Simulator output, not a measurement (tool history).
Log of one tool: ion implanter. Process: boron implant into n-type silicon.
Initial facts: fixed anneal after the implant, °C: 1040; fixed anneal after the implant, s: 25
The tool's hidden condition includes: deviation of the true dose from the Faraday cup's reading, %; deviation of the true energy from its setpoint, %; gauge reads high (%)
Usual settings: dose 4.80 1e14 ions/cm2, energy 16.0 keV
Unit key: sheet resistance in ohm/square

run    hour  dose  energy  wafers since the last listed run  hours since the last dose calibration  hours since the extraction supply was calibrated  hours since the gauge calibration  read-back reference wafer on the same gauge, sheet resistance  sheet resistance
  1     0.0  5.41    16.0                                 0                                 1098.7                                            1660.0                              863.7                                                         244.19            190.37
  2    38.5  4.80    16.0                               601                                 1137.2                                            1698.5                              902.2                                                         244.53            208.73
  3    71.7  4.80    16.0                               518                                 1170.4                                            1731.7                              935.4                                                         244.27            209.55
  4   101.7  4.80    16.0                               468                                 1200.4                                            1761.7                              965.4                                                         243.93            208.85
  5   138.8  4.80    16.0                               579                                 1237.5                                            1798.8                             1002.5                                                         243.89            208.24
  6   197.2  5.43    16.0                               912                                 1295.9                                            1857.2                             1060.9                                                         243.95            188.04
  7   262.4  5.43    16.0                              1018                                 1361.1                                            1922.4                             1126.1                                                         243.97            187.58
  8   302.8  5.43    16.0                               631                                 1401.5                                            1962.8                             1166.5                                                         243.74            187.61
  9   370.2  4.80    16.0                              1053                                 1468.9                                            2030.2                             1233.9                                                         244.02            208.03
 10   395.6  4.80    16.0                               396                                 1494.3                                            2055.6                             1259.3                                                         244.04            209.23
 11   457.5  4.80    16.0                               967                                 1556.2                                            2117.5                             1321.2                                                         244.50            208.52
 12   494.7  4.80    11.5                               581                                 1593.4                                            2154.7                             1358.4                                                         243.69            212.80
 13   537.9  4.80    11.5                               675                                 1636.6                                            2197.9                             1401.6                                                         243.92            214.72
 14   569.5  4.80    11.5                               493                                 1668.2                                            2229.5                             1433.2                                                         244.23            214.80
 15   606.5  4.80    16.0                               578                                 1705.2                                            2266.5                             1470.2                                                         244.62            206.73
 16   633.2  4.80    16.0                               417                                 1731.9                                            2293.2                             1496.9                                                         244.00            206.89
      635.4  -- gauge calibrated
 17   676.0  4.14    11.5                               668                                 1774.7                                            2336.0                               40.6                                                         244.02            240.81
 18   700.6  4.30    20.0                               384                                 1799.3                                            2360.6                               65.2                                                         243.85            221.56
      763.0  -- Faraday cup replaced and dose calibrated
 19   763.5  4.80    14.0                               857                                    0.5                                            2423.5                              128.1                                                         243.99            217.65
 20   797.2  5.68    21.0                               526                                   34.2                                            2457.2                              161.8                                                         244.59            179.92
 21   864.7  4.80    16.0                              1054                                  101.7                                            2524.7                              229.3                                                         243.71            213.80
 22   896.5  4.80    16.0                               496                                  133.5                                            2556.5                              261.1                                                         244.29            214.38
      952.7  -- extraction supply calibrated
 23   953.2  4.80    13.5                               760                                  190.2                                               0.5                              317.8                                                         243.86            216.25
 24  1006.6  3.73    21.0                               834                                  243.6                                              53.9                              371.2                                                         243.78            253.63
 25  1040.4  4.80    16.0                               528                                  277.4                                              87.7                              405.0                                                         243.79            212.83
 26  1102.8  3.38    18.0                               975                                  339.8                                             150.1                              467.4                                                         243.61            281.01
 27  1155.4  4.35    16.0                               821                                  392.4                                             202.7                              520.0                                                         244.01            229.92
 28  1201.1  6.20    19.5                               714                                  438.1                                             248.4                              565.7                                                         244.23            168.12
 29  1333.8  6.16    11.5                              2073                                  570.8                                             381.1                              698.4                                                         244.43            177.28
 30  1359.3  5.41    16.0                               398                                  596.3                                             406.6                              723.9                                                         244.30            192.17
 31  1406.1  4.44    19.0                               731                                  643.1                                             453.4                              770.7                                                         244.07            222.04
 32  1462.8  5.53    14.0                               885                                  699.8                                             510.1                              827.4                                                         244.31            189.66
 33  1496.3  4.80    16.0                               523                                  733.3                                             543.6                              860.9                                                         244.33            210.65
 34  1554.0  4.80    16.0                               901                                  791.0                                             601.3                              918.6                                                         244.21            212.76
 35  1597.0  4.80    16.0                               671                                  834.0                                             644.3                              961.6                                                         244.31            211.64
 36  1626.1  4.80    16.0                               454                                  863.1                                             673.4                              990.7                                                         243.64            212.47
 37  1694.0  4.80    11.0                              1061                                  931.0                                             741.3                             1058.6                                                         244.18            218.79
 38  1745.6  5.86    19.0                               806                                  982.6                                             792.9                             1110.2                                                         244.43            174.21

Hidden state at the last listed run before each entry between runs and at the first one after, where it differs:
Between runs 16 and 17: gauge calibrated (hour 635.4)
  deviation of the true dose from the Faraday cup's reading, %: 4.4 -> 4.49
  measured less the result without the state, sheet resistance: -7.54 -> -8.99 ohm/square
Between runs 18 and 19: Faraday cup replaced and dose calibrated (hour 763.0)
  deviation of the true dose from the Faraday cup's reading, %: 4.54 -> 0.245
  measured less the result without the state, sheet resistance: -8.25 -> -0.45 ohm/square
Between runs 22 and 23: extraction supply calibrated (hour 952.7)
  deviation of the true dose from the Faraday cup's reading, %: 0.536 -> 0.66
  measured less the result without the state, sheet resistance: -0.96 -> -1.19 ohm/square
